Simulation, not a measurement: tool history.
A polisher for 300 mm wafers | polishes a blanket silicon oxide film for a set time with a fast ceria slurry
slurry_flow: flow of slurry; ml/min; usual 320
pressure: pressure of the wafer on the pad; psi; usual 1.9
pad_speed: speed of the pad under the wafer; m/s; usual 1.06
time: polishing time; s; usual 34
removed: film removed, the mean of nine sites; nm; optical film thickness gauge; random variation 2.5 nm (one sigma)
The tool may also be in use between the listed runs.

run	day	slurry_flow	pressure	pad_speed	time	incoming thickness of the incoming film, nm	removed
1	0.000	320	1.6	1.06	34	3087.6	323.4
2	1.242	320	1.9	1.06	34	3135.0	383.6
3	2.379	320	1.9	1.06	34	3109.8	384.9
4	4.046	320	1.9	1.06	34	3033.4	378.9
5	5.279	320	1.9	1.06	30	3110.9	338.2
# day 8.379: worn pad replaced by a new one
6	9.258	320	1.9	1.06	34	3096.2	390.2
7	10.554	320	1.9	1.06	34	3117.9	394.1
8	11.983	320	1.9	1.06	34	3073.6	391.3
9	12.850	320	1.9	1.06	34	3146.7	391.6
# day 14.725: slurry nozzle cleaned
10	15.079	320	2.4	1.06	34	3103.0	494.6
11	15.638	320	2.1	1.22	34	3057.7	485.2
12	16.296	320	2.1	1.22	34	3120.5	484.6
# day 16.975: worn pad replaced by a new one
13	17.633	320	1.9	1.06	34	3138.9	394.1
14	18.604	320	1.9	1.06	34	3135.1	392.5
15	19.767	320	1.9	1.06	34	3105.8	398.3
16	21.004	320	1.9	1.06	34	3083.8	399.8
17	21.717	320	1.9	1.06	34	3090.8	393.1
18	22.267	320	1.9	1.06	34	3067.5	400.1
19	22.796	320	2.6	0.88	38	3065.4	526.6
20	23.738	320	1.9	0.76	34	3062.4	313.5
21	25.167	320	1.9	1.06	34	3092.1	395.8
22	26.283	235	1.9	1.20	40	3084.3	510.4
# day 26.500: worn pad replaced by a new one
23	27.671	220	1.5	1.30	34	3117.0	364.5
24	28.804	275	2.6	1.06	26	3077.7	417.3
25	29.904	320	1.6	1.38	28	3102.3	347.9
26	31.021	320	1.3	1.06	34	3084.8	278.9
27	32.500	235	1.9	1.06	34	3087.2	397.9
28	33.012	275	2.5	1.06	34	3054.3	522.9
29	34.117	360	2.3	1.06	38	3096.9	556.8
# day 34.692: head pressure recalibrated
30	34.779	320	1.9	1.06	34	3102.1	373.8
# day 37.058: worn pad replaced by a new one
31	38.746	320	1.6	1.06	34	3116.0	312.0
32	39.812	320	1.9	1.06	27	3062.4	296.9
33	40.400	395	2.4	1.32	22	3093.0	369.1
34	41.062	375	2.5	1.06	41	3113.9	596.3
35	41.867	320	2.2	1.06	34	3059.3	439.7
36	43.062	425	1.4	0.80	34	3099.4	229.1
37	44.250	320	2.1	0.86	34	3079.1	353.0

Measured less the same run without the tool's hidden state. The same run-to-run variation is in both; the gauge's scatter may not be:
The hidden state here: removal rate lost through wear of the pad, %; slurry flow missing at the pad, %; deviation of the head's pressure from its setpoint, %.
run	removed
1	+11.0
2	+14.0
3	+14.8
4	+15.7
5	+14.8
6	+19.9
7	+20.9
8	+21.8
9	+22.3
10	+30.2
11	+30.1
12	+30.5
13	+25.7
14	+26.3
15	+27.4
16	+28.4
17	+28.4
18	+29.3
19	+39.0
20	+23.7
21	+30.9
22	+40.8
23	+29.9
24	+35.1
25	+29.8
26	+24.5
27	+35.8
28	+47.5
29	+51.6
30	+0.3
31	+2.6
32	+3.1
33	+4.3
34	+7.6
35	+6.3
36	+3.8
37	+6.6
